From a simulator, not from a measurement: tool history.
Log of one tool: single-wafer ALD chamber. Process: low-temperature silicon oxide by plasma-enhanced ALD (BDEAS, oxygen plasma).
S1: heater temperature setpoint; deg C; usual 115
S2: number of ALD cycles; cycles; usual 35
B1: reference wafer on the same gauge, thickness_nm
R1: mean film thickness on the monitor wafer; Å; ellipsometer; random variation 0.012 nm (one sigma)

run 1 hour=0.0 | S1=115 S2=35 | B1=5.191 | R1=48.85
run 2 hour=41.1 | S1=115 S2=35 | B1=5.192 | R1=48.81
run 3 hour=109.2 | S1=109 S2=35 | B1=5.190 | R1=49.36
run 4 hour=208.5 | S1=109 S2=35 | B1=5.192 | R1=49.36
run 5 hour=248.2 | S1=115 S2=35 | B1=5.189 | R1=48.85
run 6 hour=284.6 | S1=115 S2=35 | B1=5.191 | R1=48.81
run 7 hour=390.7 | S1=115 S2=35 | B1=5.188 | R1=48.67
run 8 hour=473.0 | S1=115 S2=35 | B1=5.192 | R1=48.82
run 9 hour=523.1 | S1=115 S2=35 | B1=5.189 | R1=48.73
run 10 hour=570.4 | S1=115 S2=35 | B1=5.191 | R1=48.87
run 11 hour=622.4 | S1=115 S2=35 | B1=5.189 | R1=48.70
run 12 hour=685.0 | S1=115 S2=35 | B1=5.190 | R1=48.69
run 13 hour=756.4 | S1=115 S2=37 | B1=5.190 | R1=51.50
run 14 hour=810.9 | S1=105 S2=35 | B1=5.192 | R1=49.41
run 15 hour=905.6 | S1=103 S2=28 | B1=5.190 | R1=39.67
run 16 hour=1027.8 | S1=115 S2=35 | B1=5.192 | R1=48.54
-- hour=1066.4 thermocouple changed; heater temperature recalibrated
run 17 hour=1127.1 | S1=110 S2=35 | B1=5.193 | R1=49.52
run 18 hour=1271.2 | S1=102 S2=35 | B1=5.189 | R1=50.15
run 19 hour=1311.0 | S1=124 S2=40 | B1=5.188 | R1=55.47
-- hour=1363.8 gauge calibrated
run 20 hour=1493.8 | S1=115 S2=30 | B1=5.189 | R1=41.97
run 21 hour=1552.9 | S1=126 S2=40 | B1=5.192 | R1=55.14
run 22 hour=1597.3 | S1=115 S2=35 | B1=5.190 | R1=48.94
run 23 hour=1683.0 | S1=115 S2=35 | B1=5.191 | R1=49.23
run 24 hour=1754.8 | S1=120 S2=32 | B1=5.190 | R1=44.35
run 25 hour=1841.3 | S1=115 S2=35 | B1=5.191 | R1=48.91

Forecast each of these 4 alternatives for the next run:
run A hour=1841.8 | S1=115 S2=35 | B1=? | R1=?
run B hour=1841.8 | S1=106 S2=29 | B1=? | R1=?
run C hour=1841.8 | S1=115 S2=40 | B1=? | R1=?
run D hour=1841.8 | S1=126 S2=32 | B1=? | R1=?

run=A B1=5.187 R1=48.92
run=B B1=5.187 R1=41.13
run=C B1=5.187 R1=55.91
run=D B1=5.187 R1=43.92
Without the tool's hidden state the same runs would have given:
run=A R1=48.99
run=B R1=41.19
run=C R1=55.99
run=D R1=43.99
